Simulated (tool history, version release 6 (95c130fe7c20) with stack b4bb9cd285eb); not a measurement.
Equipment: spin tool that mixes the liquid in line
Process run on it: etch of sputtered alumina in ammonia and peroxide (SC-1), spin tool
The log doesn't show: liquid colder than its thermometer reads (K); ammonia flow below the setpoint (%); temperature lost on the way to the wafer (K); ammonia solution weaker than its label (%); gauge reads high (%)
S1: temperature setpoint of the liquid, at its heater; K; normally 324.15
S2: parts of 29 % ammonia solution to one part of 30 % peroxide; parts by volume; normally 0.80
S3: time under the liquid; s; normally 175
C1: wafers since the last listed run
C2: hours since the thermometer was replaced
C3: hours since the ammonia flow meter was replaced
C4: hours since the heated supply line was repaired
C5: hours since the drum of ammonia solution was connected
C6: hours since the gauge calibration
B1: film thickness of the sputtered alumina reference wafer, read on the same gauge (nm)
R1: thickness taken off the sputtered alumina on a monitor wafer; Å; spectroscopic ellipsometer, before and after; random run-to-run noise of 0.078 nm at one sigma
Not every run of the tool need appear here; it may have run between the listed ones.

run     day      S1    S2   S3    C1      C2     C3      C4      C5      C6      B1     R1
  1   0.000  324.15  0.80  175     0  1344.5  759.1  1889.0   509.5  1256.5  120.02  108.5
      0.496  -- ammonia flow meter replaced
  2   3.804  324.15  1.05  175   616  1435.8   79.4  1980.3   600.8  1347.8  119.98  111.3
  3   6.379  324.15  1.05  175   422  1497.6  141.2  2042.1   662.6  1409.6  120.00  110.0
  4   7.904  324.15  1.05  175   249  1534.2  177.8  2078.7   699.2  1446.2  120.00  111.4
  5  10.817  324.15  0.80  175   477  1604.1  247.7  2148.6   769.1  1516.1  119.98  107.1
  6  18.738  324.15  0.80  175  1298  1794.2  437.8  2338.7   959.2  1706.2  120.00  106.6
  7  20.904  324.15  0.80  175   355  1846.2  489.8  2390.7  1011.2  1758.2  120.00  106.4
  8  22.617  324.15  0.80  175   280  1887.3  530.9  2431.8  1052.3  1799.3  120.02  108.9
  9  26.988  324.15  0.80  175   716  1992.2  635.8  2536.7  1157.2  1904.2  120.02  107.4
     28.712  -- ammonia flow meter replaced
 10  30.367  324.15  0.80  175   547  2073.3   39.7  2617.8  1238.3  1985.3  120.05  106.0
     32.083  -- new drum of ammonia solution connected
 11  34.375  330.65  0.50  140   650  2169.5  135.9  2714.0    55.0  2081.5  120.03  115.5
 12  37.379  330.65  0.50  140   492  2241.6  208.0  2786.1   127.1  2153.6  120.04  115.6
 13  39.575  320.65  0.60  120   359  2294.3  260.7  2838.8   179.8  2206.3  119.99   58.7
 14  43.638  324.15  0.80  175   665  2391.8  358.2  2936.3   277.3  2303.8  119.98  106.7
     44.188  -- thermometer replaced
 15  47.429  324.15  1.05  175   614    77.8  449.2  3027.3   368.3  2394.8  120.02  109.9
 16  50.946  316.65  0.45   85   576   162.2  533.6  3111.7   452.7  2479.2  119.95   31.9
 17  55.300  324.15  0.80  175   713   266.7  638.1  3216.2   557.2  2583.7  120.01  107.9
     56.388  -- gauge calibrated
 18  57.062  329.65  0.45  280   288   309.0  680.4  3258.5   599.5    16.2  120.02  214.5
 19  61.404  324.15  1.10  175   711   413.2  784.6  3362.7   703.7   120.4  120.01  109.7
     62.425  -- ammonia flow meter replaced
 20  63.754  319.65  0.80   75   378   469.6   31.9  3419.1   760.1   176.8  120.01   35.4
     64.829  -- heated supply line repaired
 21  66.188  327.15  0.80  175   392   528.0   90.3    32.6   818.5   235.2  120.00  132.8
 22  77.783  324.15  0.80  130  1900   806.3  368.6   310.9  1096.8   513.5  120.03   82.7
     83.846  -- new drum of ammonia solution connected
 23  87.550  324.15  0.45  175  1594  1040.7  603.0   545.3    88.9   747.9  119.97  105.7
 24  89.708  324.15  0.80  175   353  1092.5  654.8   597.1   140.7   799.7  119.96  112.3

Here are 4 independent what-if runs from the current tool condition. What would each one return?
  A  89.729  324.15  0.80  175   3  1093.0  655.3  597.6  141.2  800.2   ?   ?
  B  89.729  326.65  0.60  255   3  1093.0  655.3  597.6  141.2  800.2   ?   ?
  C  89.729  329.15  1.15  135   3  1093.0  655.3  597.6  141.2  800.2   ?   ?
  D  89.729  324.15  0.90  175   3  1093.0  655.3  597.6  141.2  800.2   ?   ?

run      B1     R1
  A  119.96  109.2
  B  119.96  177.3
  C  119.96  114.1
  D  119.96  110.4
Take away the tool's hidden state, keep each run's random variation, and the runs would have read:
run     R1
  A  110.4
  B  179.2
  C  115.3
  D  111.7

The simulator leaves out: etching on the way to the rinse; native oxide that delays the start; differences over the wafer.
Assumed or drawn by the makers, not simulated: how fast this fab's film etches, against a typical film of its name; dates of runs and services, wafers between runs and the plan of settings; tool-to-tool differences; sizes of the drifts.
